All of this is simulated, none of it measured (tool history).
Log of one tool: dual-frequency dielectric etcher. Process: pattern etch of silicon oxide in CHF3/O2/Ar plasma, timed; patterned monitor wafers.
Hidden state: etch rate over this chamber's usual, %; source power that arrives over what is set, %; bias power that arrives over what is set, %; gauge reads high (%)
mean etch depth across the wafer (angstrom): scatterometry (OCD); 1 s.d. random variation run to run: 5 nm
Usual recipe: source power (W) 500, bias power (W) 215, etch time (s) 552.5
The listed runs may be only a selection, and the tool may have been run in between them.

run	hour	source power (W)	bias power (W)	etch time (s)	wafers since the last listed run	hours since the last wet clean	hours since the last source power generator calibration	hours since the last bias power generator calibration	hours since the last upper electrode change	hours since the gauge calibration	read-back reference wafer on the same gauge, depth_nm	mean etch depth across the wafer (angstrom)
1	0.0	500	215	552.5	0	285.1	4421.5	882.5	4179.3	781.3	1059.4	11633
2	57.3	590	215	505.0	216	342.4	4478.8	939.8	4236.6	838.6	1060.1	11616
3	154.8	590	215	505.0	367	439.9	4576.3	1037.3	4334.1	936.1	1059.0	11585
# hour 186.8: wet clean of the chamber
4	261.2	500	215	552.5	310	74.4	4682.7	1143.7	4440.5	1042.5	1060.7	11584
5	319.1	500	215	552.5	218	132.3	4740.6	1201.6	4498.4	1100.4	1059.9	11633
6	549.0	500	215	552.5	866	362.2	4970.5	1431.5	4728.3	1330.3	1059.5	11721
7	615.1	500	215	552.5	249	428.3	5036.6	1497.6	4794.4	1396.4	1060.3	11696
# hour 671.1: wet clean of the chamber
8	698.3	500	215	552.5	223	27.2	5119.8	1580.8	4877.6	1479.6	1060.6	11674
9	796.0	460	204	552.5	368	124.9	5217.5	1678.5	4975.3	1577.3	1061.0	10958
10	890.9	460	204	552.5	357	219.8	5312.4	1773.4	5070.2	1672.2	1060.1	10921
11	969.9	460	204	552.5	297	298.8	5391.4	1852.4	5149.2	1751.2	1060.8	10847
# hour 1022.8: upper electrode replaced, of another model than before
12	1038.5	500	215	440.5	168	367.4	5460.0	1921.0	15.7	1819.8	1059.9	9091
13	1075.8	580	215	552.5	140	404.7	5497.3	1958.3	53.0	1857.1	1059.3	12798
# hour 1137.8: source power generator calibrated
# hour 1167.8: bias power generator calibrated
# hour 1191.0: wet clean of the chamber
14	1191.5	420	163	632.5	318	0.5	53.7	23.7	168.7	1972.8	1060.5	10829
15	1210.2	430	176	552.5	70	19.2	72.4	42.4	187.4	1991.5	1060.2	9837
16	1253.7	420	196	552.5	163	62.7	115.9	85.9	230.9	2035.0	1060.3	9874
17	1303.1	500	215	552.5	186	112.1	165.3	135.3	280.3	2084.4	1059.6	11931
18	1395.9	440	233	621.0	349	204.9	258.1	228.1	373.1	2177.2	1059.8	12147
19	1487.1	500	215	552.5	343	296.1	349.3	319.3	464.3	2268.4	1060.3	11803
# hour 1527.1: gauge calibrated
20	1528.0	500	215	684.0	154	337.0	390.2	360.2	505.2	0.9	1059.8	14526
21	1614.5	500	215	552.5	326	423.5	476.7	446.7	591.7	87.4	1060.7	11881
22	1715.7	590	249	552.5	381	524.7	577.9	547.9	692.9	188.6	1059.8	14013
# hour 1771.0: wet clean of the chamber
23	1795.3	410	215	552.5	209	24.3	657.5	627.5	772.5	268.2	1061.1	9736
24	1864.7	460	204	552.5	261	93.7	726.9	696.9	841.9	337.6	1060.1	10832
25	1914.1	500	162	552.5	186	143.1	776.3	746.3	891.3	387.0	1060.8	10930
26	2003.9	580	263	392.5	338	232.9	866.1	836.1	981.1	476.8	1060.1	9796
# hour 2282.3: wet clean of the chamber
27	2282.8	500	263	552.5	960	0.5	1145.0	1115.0	1260.0	755.7	1059.8	12324
28	2371.4	500	215	552.5	334	89.1	1233.6	1203.6	1348.6	844.3	1059.8	11675
29	2501.1	500	186	601.5	488	218.8	1363.3	1333.3	1478.3	974.0	1058.9	12298

Hidden state at the last listed run before each entry between runs and at the first one after, where it differs:
Between runs 3 and 4: wet clean of the chamber (hour 186.8)
  source power that arrives over what is set, %: -5.94 -> -5.96
  measured minus no-state result, mean etch depth across the wafer (angstrom): -362 -> -362
Between runs 7 and 8: wet clean of the chamber (hour 671.1)
  source power that arrives over what is set, %: -6.02 -> -6.03
  measured minus no-state result, mean etch depth across the wafer (angstrom): -369 -> -369
Between runs 11 and 12: upper electrode replaced, of another model than before (hour 1022.8)
  source power that arrives over what is set, %: -6.06 -> -6.07
  measured minus no-state result, mean etch depth across the wafer (angstrom): -346 -> -505
Between runs 13 and 14: source power generator calibrated (hour 1137.8); bias power generator calibrated (hour 1167.8); wet clean of the chamber (hour 1191.0)
  source power that arrives over what is set, %: -6.08 -> -0.974
  measured minus no-state result, mean etch depth across the wafer (angstrom): -716 -> -89
Between runs 19 and 20: gauge calibrated (hour 1527.1)
  source power that arrives over what is set, %: -1.82 -> -1.93
  measured minus no-state result, mean etch depth across the wafer (angstrom): -184 -> -239
Between runs 22 and 23: wet clean of the chamber (hour 1771.0)
  source power that arrives over what is set, %: -2.38 -> -2.56
  measured minus no-state result, mean etch depth across the wafer (angstrom): -288 -> -213
Between runs 26 and 27: wet clean of the chamber (hour 2282.3)
  source power that arrives over what is set, %: -2.98 -> -3.47
  measured minus no-state result, mean etch depth across the wafer (angstrom): -253 -> -371

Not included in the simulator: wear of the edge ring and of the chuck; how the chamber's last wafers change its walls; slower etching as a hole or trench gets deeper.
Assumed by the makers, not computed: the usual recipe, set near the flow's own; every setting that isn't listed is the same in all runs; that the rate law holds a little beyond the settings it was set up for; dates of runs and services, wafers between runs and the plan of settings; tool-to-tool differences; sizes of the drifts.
